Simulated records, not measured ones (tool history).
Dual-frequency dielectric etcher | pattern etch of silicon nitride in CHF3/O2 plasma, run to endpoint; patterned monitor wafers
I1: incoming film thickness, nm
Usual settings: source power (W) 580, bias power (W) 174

{"run": 1, "hour": 0.0, "source power (W)": 580, "bias power (W)": 174, "I1": 72.3, "endpoint time (s)": 49.4}
{"run": 2, "hour": 34.3, "source power (W)": 650, "bias power (W)": 174, "I1": 72.6, "endpoint time (s)": 47.3}
{"run": 3, "hour": 56.7, "source power (W)": 580, "bias power (W)": 174, "I1": 72.8, "endpoint time (s)": 49.6}
{"run": 4, "hour": 86.9, "source power (W)": 580, "bias power (W)": 174, "I1": 72.7, "endpoint time (s)": 49.5}
{"run": 5, "hour": 113.4, "source power (W)": 580, "bias power (W)": 174, "I1": 72.5, "endpoint time (s)": 49.0}
{"run": 6, "hour": 126.7, "source power (W)": 580, "bias power (W)": 174, "I1": 72.6, "endpoint time (s)": 49.3}
{"run": 7, "hour": 158.0, "source power (W)": 580, "bias power (W)": 174, "I1": 72.2, "endpoint time (s)": 48.9}
{"run": 8, "hour": 182.1, "source power (W)": 580, "bias power (W)": 174, "I1": 72.0, "endpoint time (s)": 48.8}
{"run": 9, "hour": 198.4, "source power (W)": 580, "bias power (W)": 174, "I1": 71.4, "endpoint time (s)": 48.4}
{"run": 10, "hour": 221.7, "source power (W)": 580, "bias power (W)": 174, "I1": 72.4, "endpoint time (s)": 48.9}
{"run": 11, "hour": 247.9, "source power (W)": 580, "bias power (W)": 174, "I1": 73.2, "endpoint time (s)": 49.1}
{"run": 12, "hour": 264.6, "source power (W)": 580, "bias power (W)": 174, "I1": 73.0, "endpoint time (s)": 49.1}
{"run": 13, "hour": 295.4, "source power (W)": 580, "bias power (W)": 174, "I1": 72.6, "endpoint time (s)": 49.1}
{"run": 14, "hour": 312.3, "source power (W)": 690, "bias power (W)": 187, "I1": 72.5, "endpoint time (s)": 44.2}
{"run": 15, "hour": 331.8, "source power (W)": 520, "bias power (W)": 202, "I1": 71.7, "endpoint time (s)": 46.9}
{"run": 16, "hour": 353.4, "source power (W)": 630, "bias power (W)": 174, "I1": 72.3, "endpoint time (s)": 47.2}
{"hour": 381.5, "done": "wet clean of the chamber"}
{"hour": 383.4, "done": "source power generator calibrated"}
{"run": 17, "hour": 384.5, "source power (W)": 580, "bias power (W)": 131, "I1": 72.4, "endpoint time (s)": 57.7}
{"hour": 409.2, "done": "bias power generator calibrated"}
{"hour": 439.9, "done": "upper electrode replaced"}
{"run": 18, "hour": 440.4, "source power (W)": 650, "bias power (W)": 140, "I1": 72.1, "endpoint time (s)": 52.8}
{"run": 19, "hour": 441.8, "source power (W)": 580, "bias power (W)": 131, "I1": 72.4, "endpoint time (s)": 57.5}
{"run": 20, "hour": 459.0, "source power (W)": 710, "bias power (W)": 157, "I1": 72.6, "endpoint time (s)": 48.9}
{"run": 21, "hour": 475.5, "source power (W)": 580, "bias power (W)": 174, "I1": 72.5, "endpoint time (s)": 50.1}
{"run": 22, "hour": 499.9, "source power (W)": 580, "bias power (W)": 131, "I1": 72.3, "endpoint time (s)": 57.2}
{"run": 23, "hour": 531.6, "source power (W)": 580, "bias power (W)": 174, "I1": 71.7, "endpoint time (s)": 49.6}

The next listed run, before its measurement:
{"run": 24, "hour": 546.0, "source power (W)": 710, "bias power (W)": 143, "I1": 73.3, "endpoint time (s)": "?"}

Run 24 gave endpoint time (s) 51.0.
Without the tool's hidden state the same run would have given endpoint time (s) 51.4.

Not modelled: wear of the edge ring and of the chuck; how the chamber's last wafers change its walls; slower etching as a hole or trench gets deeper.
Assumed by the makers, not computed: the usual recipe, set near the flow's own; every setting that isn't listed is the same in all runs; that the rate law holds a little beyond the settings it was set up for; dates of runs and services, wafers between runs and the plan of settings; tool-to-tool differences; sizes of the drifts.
